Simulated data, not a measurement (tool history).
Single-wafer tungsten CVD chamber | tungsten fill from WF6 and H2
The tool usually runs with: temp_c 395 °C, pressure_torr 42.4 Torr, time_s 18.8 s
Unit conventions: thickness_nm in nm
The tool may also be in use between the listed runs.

run	hour	temp_c	pressure_torr	time_s	read-back reference wafer on the same gauge, thickness_nm	thickness_nm
1	0	395	42.4	18.8	66.491	57.108
2	14.4	395	42.4	18.8	66.53	57.139
3	30	395	48.8	18.8	66.53	61.432
4	47.3	395	48.8	18.8	66.472	61.006
5	53.5	395	48.8	18.8	66.458	60.783
6	91.8	395	42.4	16.2	66.5	48.979
7	106.2	395	42.4	16.2	66.515	49.302
8	121.8	395	42.4	16.2	66.426	48.986
9	135.4	395	44.6	20.3	66.476	63.058
10	148.5	395	42.4	16.8	66.505	50.614
11	160.9	395	42.4	18.8	66.511	56.787
12	178.2	395	42.4	18.8	66.456	56.584
13	184.4	409	47.1	17.1	66.524	72.639
14	200	407	32.1	18.8	66.502	62.913
15	206.8	395	42.4	18.8	66.532	56.397
# hour 221.1: thermocouple changed; heater temperature recalibrated
16	221.6	395	42.4	18.8	66.523	54.415
# hour 232.2: capacitance manometer re-zeroed and calibrated
17	232.7	407	42.4	18.8	66.478	70.068
18	239.1	384	42.4	17.7	66.521	39.658
19	256.1	395	42.4	18.8	66.491	54.107
20	269.7	395	49	21.2	66.541	65.793
21	280.8	387	42.4	16.1	66.534	38.956
22	287.7	391	48.8	21.2	66.537	60.03
23	296.8	395	44.6	20.3	66.564	60.094
24	308	384	51.6	22.3	66.501	55.399
# hour 318.9: showerhead replaced
25	321.6	382	42.4	17.6	66.525	37.696
26	336.4	408	45.9	18.8	66.538	74.432
# hour 337.5: gauge calibrated
# hour 355.4: thermocouple changed; heater temperature recalibrated, repeated, since the last time left the tool worse
27	371.7	395	46.4	20.1	66.508	66.754
28	378.4	395	32.3	18.8	66.5	51.373
29	393.8	395	45.8	18.8	66.488	61.418
30	403.1	395	42.4	20.3	66.497	64.033
31	417.1	401	37.9	16.9	66.542	57.138
32	431.5	408	50.5	18.8	66.497	84.75
33	440.4	395	42.4	15.2	66.492	47.876
34	458.3	405	35.8	22.2	66.41	79.102
35	466.4	395	42.4	18.8	66.497	59.243

Forecast each of these 3 alternatives for the next run:
A	466.8	395	42.4	18.8	?	?
B	466.8	390	42.4	21.5	?	?
C	466.8	395	49.2	16.1	?	?

run	read-back reference wafer on the same gauge, thickness_nm	thickness_nm
A	66.524	59.314
B	66.524	60.893
C	66.524	54.683
The same runs, with their run-to-run variation unchanged, on a tool lacking any hidden condition would have given:
run	thickness_nm
A	59.4
B	60.984
C	54.762
